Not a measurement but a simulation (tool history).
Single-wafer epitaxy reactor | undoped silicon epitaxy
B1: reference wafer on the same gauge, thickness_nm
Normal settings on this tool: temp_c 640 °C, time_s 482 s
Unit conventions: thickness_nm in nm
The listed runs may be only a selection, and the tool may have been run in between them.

run 1 hour=0.0 | temp_c=640 time_s=482 | B1=74.700 | thickness_nm=72.625
run 2 hour=42.5 | temp_c=640 time_s=482 | B1=74.686 | thickness_nm=72.616
run 3 hour=75.4 | temp_c=640 time_s=482 | B1=74.706 | thickness_nm=72.476
run 4 hour=101.3 | temp_c=640 time_s=482 | B1=74.678 | thickness_nm=72.560
run 5 hour=141.0 | temp_c=640 time_s=482 | B1=74.763 | thickness_nm=72.468
run 6 hour=178.6 | temp_c=629 time_s=502 | B1=74.621 | thickness_nm=57.239
run 7 hour=234.2 | temp_c=640 time_s=482 | B1=74.636 | thickness_nm=71.853
run 8 hour=292.2 | temp_c=640 time_s=482 | B1=74.818 | thickness_nm=72.751
run 9 hour=358.5 | temp_c=645 time_s=482 | B1=74.619 | thickness_nm=82.251
run 10 hour=414.0 | temp_c=645 time_s=482 | B1=74.694 | thickness_nm=82.485
run 11 hour=476.9 | temp_c=640 time_s=482 | B1=74.628 | thickness_nm=72.344
-- hour=532.5 pyrometer calibrated
run 12 hour=534.6 | temp_c=640 time_s=482 | B1=74.619 | thickness_nm=78.090
run 13 hour=588.8 | temp_c=630 time_s=482 | B1=74.638 | thickness_nm=60.193
run 14 hour=633.6 | temp_c=630 time_s=513 | B1=74.751 | thickness_nm=63.629
run 15 hour=723.4 | temp_c=655 time_s=577 | B1=74.747 | thickness_nm=135.360
run 16 hour=776.7 | temp_c=640 time_s=482 | B1=74.665 | thickness_nm=77.113
run 17 hour=823.7 | temp_c=650 time_s=533 | B1=74.635 | thickness_nm=109.062
-- hour=876.3 gauge calibrated
run 18 hour=892.7 | temp_c=640 time_s=482 | B1=74.680 | thickness_nm=76.393
run 19 hour=941.5 | temp_c=626 time_s=564 | B1=74.673 | thickness_nm=62.173
run 20 hour=999.1 | temp_c=640 time_s=524 | B1=74.669 | thickness_nm=82.271
run 21 hour=1062.1 | temp_c=640 time_s=482 | B1=74.671 | thickness_nm=75.609
run 22 hour=1098.6 | temp_c=653 time_s=537 | B1=74.673 | thickness_nm=116.621
run 23 hour=1153.5 | temp_c=631 time_s=482 | B1=74.658 | thickness_nm=59.876
run 24 hour=1195.6 | temp_c=649 time_s=517 | B1=74.700 | thickness_nm=100.408
run 25 hour=1356.4 | temp_c=630 time_s=518 | B1=74.648 | thickness_nm=61.625
run 26 hour=1417.0 | temp_c=640 time_s=482 | B1=74.692 | thickness_nm=73.967

The tool's hidden state at each run:
gauge reads high (%): 0 at every run
H1: wafer temperature above the value expected at the setpoint (K)
run=1 H1=-2.83
run=2 H1=-2.85
run=3 H1=-2.86
run=4 H1=-2.87
run=5 H1=-2.88
run=6 H1=-2.9
run=7 H1=-2.92
run=8 H1=-2.94
run=9 H1=-2.96
run=10 H1=-2.97
run=11 H1=-2.99
run=12 H1=0.19
run=13 H1=-0.000702
run=14 H1=-0.15
run=15 H1=-0.428
run=16 H1=-0.581
run=17 H1=-0.708
run=18 H1=-0.884
run=19 H1=-1
run=20 H1=-1.13
run=21 H1=-1.26
run=22 H1=-1.33
run=23 H1=-1.44
run=24 H1=-1.51
run=25 H1=-1.77
run=26 H1=-1.86
